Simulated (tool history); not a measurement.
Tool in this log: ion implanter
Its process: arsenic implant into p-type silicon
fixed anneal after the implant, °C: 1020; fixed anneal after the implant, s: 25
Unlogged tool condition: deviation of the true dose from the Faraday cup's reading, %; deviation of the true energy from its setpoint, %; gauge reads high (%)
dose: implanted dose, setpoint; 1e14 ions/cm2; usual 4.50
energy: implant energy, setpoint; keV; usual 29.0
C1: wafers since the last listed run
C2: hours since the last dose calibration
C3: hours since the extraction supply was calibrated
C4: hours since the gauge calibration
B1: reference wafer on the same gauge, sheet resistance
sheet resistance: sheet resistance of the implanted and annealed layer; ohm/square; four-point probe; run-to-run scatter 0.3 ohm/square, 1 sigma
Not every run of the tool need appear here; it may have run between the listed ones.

{"run": 1, "hour": 0.0, "dose": 4.5, "energy": 29.0, "C1": 0, "C2": 1722.7, "C3": 4420.0, "C4": 212.0, "B1": 225.0, "sheet resistance": 192.13}
{"run": 2, "hour": 15.4, "dose": 4.5, "energy": 29.0, "C1": 210, "C2": 1738.1, "C3": 4435.4, "C4": 227.4, "B1": 225.05, "sheet resistance": 192.17}
{"run": 3, "hour": 30.3, "dose": 4.5, "energy": 29.0, "C1": 203, "C2": 1753.0, "C3": 4450.3, "C4": 242.3, "B1": 224.98, "sheet resistance": 192.22}
{"run": 4, "hour": 51.5, "dose": 4.5, "energy": 33.5, "C1": 289, "C2": 1774.2, "C3": 4471.5, "C4": 263.5, "B1": 225.04, "sheet resistance": 188.32}
{"run": 5, "hour": 70.3, "dose": 4.5, "energy": 29.0, "C1": 256, "C2": 1793.0, "C3": 4490.3, "C4": 282.3, "B1": 225.0, "sheet resistance": 191.76}
{"hour": 72.8, "done": "gauge calibrated"}
{"run": 6, "hour": 92.1, "dose": 4.5, "energy": 29.0, "C1": 297, "C2": 1814.8, "C3": 4512.1, "C4": 19.3, "B1": 225.03, "sheet resistance": 192.2}
{"hour": 111.7, "done": "Faraday cup replaced and dose calibrated"}
{"run": 7, "hour": 112.2, "dose": 4.96, "energy": 22.5, "C1": 165, "C2": 0.5, "C3": 4532.2, "C4": 39.4, "B1": 225.03, "sheet resistance": 191.85}
{"run": 8, "hour": 127.5, "dose": 4.5, "energy": 29.0, "C1": 209, "C2": 15.8, "C3": 4547.5, "C4": 54.7, "B1": 225.03, "sheet resistance": 199.19}
{"run": 9, "hour": 149.4, "dose": 5.43, "energy": 26.5, "C1": 299, "C2": 37.7, "C3": 4569.4, "C4": 76.6, "B1": 225.08, "sheet resistance": 175.04}
{"hour": 169.4, "done": "extraction supply calibrated"}
{"run": 10, "hour": 169.9, "dose": 3.24, "energy": 32.0, "C1": 170, "C2": 58.2, "C3": 0.5, "C4": 97.1, "B1": 225.02, "sheet resistance": 253.19}
{"run": 11, "hour": 190.2, "dose": 3.54, "energy": 23.5, "C1": 277, "C2": 78.5, "C3": 20.8, "C4": 117.4, "B1": 224.94, "sheet resistance": 246.31}
{"run": 12, "hour": 208.8, "dose": 5.09, "energy": 26.0, "C1": 254, "C2": 97.1, "C3": 39.4, "C4": 136.0, "B1": 225.07, "sheet resistance": 183.65}
{"run": 13, "hour": 226.5, "dose": 3.2, "energy": 24.5, "C1": 241, "C2": 114.8, "C3": 57.1, "C4": 153.7, "B1": 225.0, "sheet resistance": 264.5}
{"run": 14, "hour": 238.8, "dose": 4.5, "energy": 39.0, "C1": 168, "C2": 127.1, "C3": 69.4, "C4": 166.0, "B1": 225.0, "sheet resistance": 190.64}

Forecast each of these 3 alternatives for the next run:
{"run": "A", "hour": 239.2, "dose": 4.5, "energy": 35.5, "C1": 5, "C2": 127.5, "C3": 69.8, "C4": 166.4, "B1": "?", "sheet resistance": "?"}
{"run": "B", "hour": 239.2, "dose": 5.32, "energy": 29.0, "C1": 5, "C2": 127.5, "C3": 69.8, "C4": 166.4, "B1": "?", "sheet resistance": "?"}
{"run": "C", "hour": 239.2, "dose": 4.5, "energy": 34.5, "C1": 5, "C2": 127.5, "C3": 69.8, "C4": 166.4, "B1": "?", "sheet resistance": "?"}

run=A B1=224.99 sheet_resistance=193.25
run=B B1=224.99 sheet_resistance=175.08
run=C B1=224.99 sheet_resistance=194.04
The same runs, with their run-to-run variation unchanged, on a tool lacking any hidden condition would have given:
run=A sheet_resistance=194.69
run=B sheet_resistance=176.38
run=C sheet_resistance=195.49
